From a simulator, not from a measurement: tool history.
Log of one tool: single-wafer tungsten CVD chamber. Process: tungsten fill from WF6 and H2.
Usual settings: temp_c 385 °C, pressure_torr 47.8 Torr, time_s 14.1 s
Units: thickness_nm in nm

run   hour  temp_c  pressure_torr  time_s  read-back reference wafer on the same gauge, thickness_nm  thickness_nm
  1    0.0     385           47.8    12.5                                                     31.097        29.026
  2    6.0     385           47.8    12.5                                                     31.088        29.052
  3   12.4     385           47.8    12.5                                                     31.102        28.976
  4   26.3     385           47.8    13.3                                                     31.093        30.750
  5   42.1     385           47.8    13.3                                                     31.078        30.817
  6   58.0     385           47.8    14.1                                                     31.111        32.730
  7   69.5     385           47.8    14.1                                                     31.101        32.533
  8   87.2     385           50.5    14.1                                                     31.117        33.785
  9  104.9     385           50.5    14.1                                                     31.110        33.654
 10  113.3     385           50.5    14.1                                                     31.118        33.822
 11  130.4     385           47.8    14.1                                                     31.103        32.625
 12  145.4     376           47.8    12.9                                                     31.113        25.402
     149.6  -- gauge calibrated
     161.5  -- capacitance manometer re-zeroed and calibrated
 13  162.0     376           47.8    16.7                                                     31.105        31.098
     181.8  -- showerhead replaced
 14  182.3     400           54.5    15.2                                                     31.097        47.075
     195.0  -- thermocouple changed; heater temperature recalibrated
 15  195.5     385           47.8    11.8                                                     31.088        28.641
 16  201.6     397           47.8    12.0                                                     31.091        35.777
 17  210.2     377           40.4    12.6                                                     31.085        23.669
 18  217.4     400           56.3    12.7                                                     31.117        43.998
 19  225.9     385           53.7    11.9                                                     31.084        31.019

Forecast run 20:
 20  240.4     385           47.8    14.1                                                          ?             ?

Run 20 gave read-back reference wafer on the same gauge, thickness_nm 31.092, thickness_nm 34.254 nm.
Without the tool's hidden state the same run would have given thickness_nm 34.314 nm.

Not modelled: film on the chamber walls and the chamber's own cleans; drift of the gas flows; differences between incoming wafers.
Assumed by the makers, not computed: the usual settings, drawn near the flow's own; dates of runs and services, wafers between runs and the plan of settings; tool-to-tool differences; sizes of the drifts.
